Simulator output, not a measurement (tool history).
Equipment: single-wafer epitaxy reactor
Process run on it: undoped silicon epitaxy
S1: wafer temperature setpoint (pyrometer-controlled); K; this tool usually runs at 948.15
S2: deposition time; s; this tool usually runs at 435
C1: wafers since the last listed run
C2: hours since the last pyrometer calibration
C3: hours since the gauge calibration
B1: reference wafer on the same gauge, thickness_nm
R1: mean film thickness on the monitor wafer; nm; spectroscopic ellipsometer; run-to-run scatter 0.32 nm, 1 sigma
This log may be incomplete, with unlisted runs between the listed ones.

run     day      S1   S2    C1      C2      C3      B1       R1
  1       0  958.15  479     0  1026.3    14.4  91.987  149.653
  2   2.862  948.15  435   391    1095    83.1  91.988  113.644
  3   4.854  948.15  435   272  1142.8   130.9  91.995  113.133
  4   7.021  948.15  435   296  1194.8   182.9  92.032  113.368
  5   8.133  948.15  435   152  1221.5   209.6  92.095  113.088
  6  10.375  948.15  435   306  1275.3   263.4  92.116  113.917
  7  13.038  948.15  435   364  1339.2   327.3  92.221  113.307
  8  14.246  948.15  401   165  1368.2   356.3   92.22  105.447
  9  16.646  948.15  435   328  1425.8   413.9  92.374  114.175
 10  18.838  948.15  435   299  1478.4   466.5  92.444  113.079
 11  20.121  948.15  435   175  1509.2   497.3  92.549   113.95
 12  21.742  948.15  435   221  1548.1   536.2  92.615  114.029
 13  23.854  948.15  435   289  1598.8   586.9  92.752  114.535
 14  25.246  937.15  501   190  1632.2   620.3  92.897   107.64
 15  26.279  963.15  380   141    1657   645.1  92.951  131.213
     32.054  -- pyrometer calibrated
 16  35.075  943.15  435  1157    72.5   856.2  93.661  105.852
 17  37.162  948.15  435   285   122.6   906.3  93.915  115.057
 18  39.125  935.15  435   268   169.7   953.4  94.096   91.681
 19  41.842  939.15  372   371   234.9  1018.6  94.434   84.279
     42.321  -- gauge calibrated
 20  44.138  948.15  397   314     290    43.6  91.809  103.171
 21  45.938  958.15  489   246   333.2    86.8  91.858   152.12
 22  47.504  959.15  402   214   370.8   124.4  91.848  127.013
 23  49.867  959.15  402   323   427.5   181.1  91.911   127.55
 24  51.183  948.15  519   180   459.1   212.7  91.874  135.541
 25  52.383  943.15  361   164   487.9   241.5  91.953   85.915
 26  53.471  934.15  394   148     514   267.6  92.027   79.137
 27   55.65  940.15  510   298   566.3   319.9  92.101  114.525

Forecast each of these 4 alternatives for the next run:
  A  55.671  948.15  435   2  566.8  320.4   ?   ?
  B  55.671  948.15  408   2  566.8  320.4   ?   ?
  C  55.671  935.15  476   2  566.8  320.4   ?   ?
  D  55.671  956.15  435   2  566.8  320.4   ?   ?

run      B1       R1
  A  92.034  113.072
  B  92.034  106.054
  C  92.034    97.41
  D  92.034  130.628
Stripped of hidden state, with their random variation kept, the same runs would have yielded:
run       R1
  A  112.972
  B  105.959
  C   97.323
  D  130.513
